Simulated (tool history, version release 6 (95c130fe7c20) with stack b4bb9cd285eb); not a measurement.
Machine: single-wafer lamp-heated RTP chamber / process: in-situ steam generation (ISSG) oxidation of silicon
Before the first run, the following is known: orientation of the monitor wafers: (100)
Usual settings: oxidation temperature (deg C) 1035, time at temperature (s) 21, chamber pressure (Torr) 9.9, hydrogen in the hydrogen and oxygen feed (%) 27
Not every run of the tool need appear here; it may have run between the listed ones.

run,hour,oxidation temperature (deg C),time at temperature (s),chamber pressure (Torr),hydrogen in the hydrogen and oxygen feed (%),wafers since the last listed run,wafers since the last pyrometer calibration,hours since the pressure gauge was zeroed,hours since the hydrogen flow controller was replaced,hours since the gauge calibration,"read-back reference wafer on the same gauge, thickness",oxide thickness on the monitor wafer (nm)
1,0,1035,21,9.9,27,0,1695,2978.3,3676.1,290.7,5.513,6.663
2,69.3,1035,21,9.9,27,873,2569,3047.6,3745.4,360,5.511,6.631
3,156.6,1035,21,9.9,27,1100,3670,3134.9,3832.7,447.3,5.512,6.609
4,226.8,1035,21,9.9,27,885,4555,3205.1,3902.9,517.5,5.51,6.627
5,332.5,1035,21,9.9,27,1332,5888,3310.8,4008.6,623.2,5.508,6.645
# hour 374: pyrometer window cleaned and pyrometer calibrated
# hour 405.2: pressure gauge zeroed
6,626.4,1035,21,9.9,27,3504,3082,221.2,4302.5,917.1,5.509,6.647
7,719.8,1044,24,9.9,27,1177,4260,314.6,4395.9,1010.5,5.51,7.455
8,767.1,1044,24,9.9,27,596,4856,361.9,4443.2,1057.8,5.511,7.449
# hour 782.1: gauge calibrated
9,817.5,1053,13,9.9,32,635,5492,412.3,4493.6,35.4,5.511,5.978
10,866.6,1035,23,10.2,32,619,6111,461.4,4542.7,84.5,5.514,7.174
11,911.9,1022,21,10.2,31,571,6682,506.7,4588,129.8,5.503,6.399
# hour 921.4: hydrogen flow controller replaced
12,951.3,1035,28,9.9,21,395,7078,546.1,29.9,169.2,5.511,7.322
13,987.8,1016,21,8.8,19,460,7538,582.6,66.4,205.7,5.511,5.733
# hour 1055.3: pyrometer window cleaned and pyrometer calibrated
14,1055.8,1043,23,10.2,27,756,5,650.6,134.4,273.7,5.508,7.23
15,1103.9,1051,28,8.6,24,606,612,698.7,182.5,321.8,5.506,8.361
16,1152,1035,21,9.9,27,606,1218,746.8,230.6,369.9,5.501,6.623
17,1234.5,1017,21,9.9,23,1040,2259,829.3,313.1,452.4,5.513,5.911

Hidden condition of the tool, last listed run before each entry between runs versus first listed run after:
Logged between run 5 and run 6: pyrometer window cleaned and pyrometer calibrated (hour 374); pressure gauge zeroed (hour 405.2)
  nothing in the hidden state changes from one run to the other
Logged between run 8 and run 9: gauge calibrated (hour 782.1)
  nothing in the hidden state changes from one run to the other
Logged between run 11 and run 12: hydrogen flow controller replaced (hour 921.4)
  nothing in the hidden state changes from one run to the other
Logged between run 13 and run 14: pyrometer window cleaned and pyrometer calibrated (hour 1055.3)
  nothing in the hidden state changes from one run to the other
